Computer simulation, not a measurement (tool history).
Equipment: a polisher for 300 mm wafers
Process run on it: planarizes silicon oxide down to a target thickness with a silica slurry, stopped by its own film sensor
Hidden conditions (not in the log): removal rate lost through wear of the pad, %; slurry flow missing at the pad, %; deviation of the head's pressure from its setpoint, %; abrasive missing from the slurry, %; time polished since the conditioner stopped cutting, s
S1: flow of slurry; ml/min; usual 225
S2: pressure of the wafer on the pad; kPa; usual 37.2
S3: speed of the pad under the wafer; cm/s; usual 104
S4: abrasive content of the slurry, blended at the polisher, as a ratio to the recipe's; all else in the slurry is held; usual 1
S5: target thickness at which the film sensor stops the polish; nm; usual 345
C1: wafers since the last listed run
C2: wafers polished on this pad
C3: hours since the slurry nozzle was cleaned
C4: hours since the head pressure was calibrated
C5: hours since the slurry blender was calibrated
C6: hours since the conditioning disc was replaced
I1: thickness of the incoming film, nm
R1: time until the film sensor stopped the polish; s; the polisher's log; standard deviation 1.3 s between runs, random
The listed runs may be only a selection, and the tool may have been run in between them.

run    day   S1    S2   S3   S4   S5   C1   C2     C3     C4     C5     C6     I1     R1
  1      0  225  37.2  104    1  345    0  435  147.8  609.8  106.2   82.5  648.4   80.5
  2  0.267  225  33.1  104    1  287   61  496  154.2  616.2  112.6   88.9  644.5  108.2
     0.792  -- worn pad replaced by a new one
  3  0.946  225  37.2  104    1  345  117   35  170.5  632.5  128.9  105.2  653.9   75.8
  4  1.346  225  37.2  104    1  345   91  126  180.1  642.1  138.5  114.8  653.5   79.8
  5  1.908  225  37.2  104    1  345  128  255  193.6  655.6    152  128.3  656.1   81.6
         2  -- conditioning disc replaced and pad reconditioned
  6  2.354  225  37.2  104    1  345   83  338  204.3  666.3  162.7    8.5  636.4   78.8
  7  2.788  225  37.2  104    1  345   99  438  214.7  676.7  173.1   18.9  645.8   80.1
     3.004  -- head pressure recalibrated
     3.233  -- worn pad replaced by a new one
  8  3.504  285  46.2   90    1  422  106   62  231.9     12  190.3   36.1  638.6   47.8
  9  3.775  225  37.2  104    1  345   62  124  238.4   18.5  196.8   42.6  650.6   76.9
     4.429  -- slurry nozzle cleaned
 10  4.471  185  44.8  140    1  409  149  274      1   35.2  213.5   59.3  648.5   43.6
     4.758  -- slurry blender recalibrated
 11  5.125  225  44.8   74  0.9  411  130  405   16.7   50.9    8.8     75  644.2   64.9
 12  5.754  225  37.2  104    1  345  144  549   31.8     66   23.9   90.1  649.8     85
     6.108  -- worn pad replaced by a new one
 13  6.133  250  42.1  136    1  310   48    5   40.9   75.1     33   99.2  646.7   65.3
 14  6.396  225  37.2  104    1  399   60   66   47.2   81.4   39.3  105.5  653.3   64.8

Alternative continuations, all from the tool just after run 14; predict every row:
  A  6.412  225  37.2  104   0.7  345   3  69  47.6  81.8  39.7  105.9  653.7   ?
  B  6.412  250  37.2  104     1  443   3  69  47.6  81.8  39.7  105.9  653.7   ?
  C  6.412  170  25.5  104  0.85  429   3  69  47.6  81.8  39.7  105.9  653.7   ?
  D  6.412  275  29.6  104     1  345   3  69  47.6  81.8  39.7  105.9  653.7   ?
  E  6.412  260  37.2   82     1  255   3  69  47.6  81.8  39.7  105.9  653.7   ?

run     R1
  A   90.1
  B   52.5
  C   87.9
  D     93
  E  113.1
Had the tool no hidden state, the same runs would have come out as:
run     R1
  A   87.9
  B   51.1
  C   85.7
  D   90.7
  E  110.3
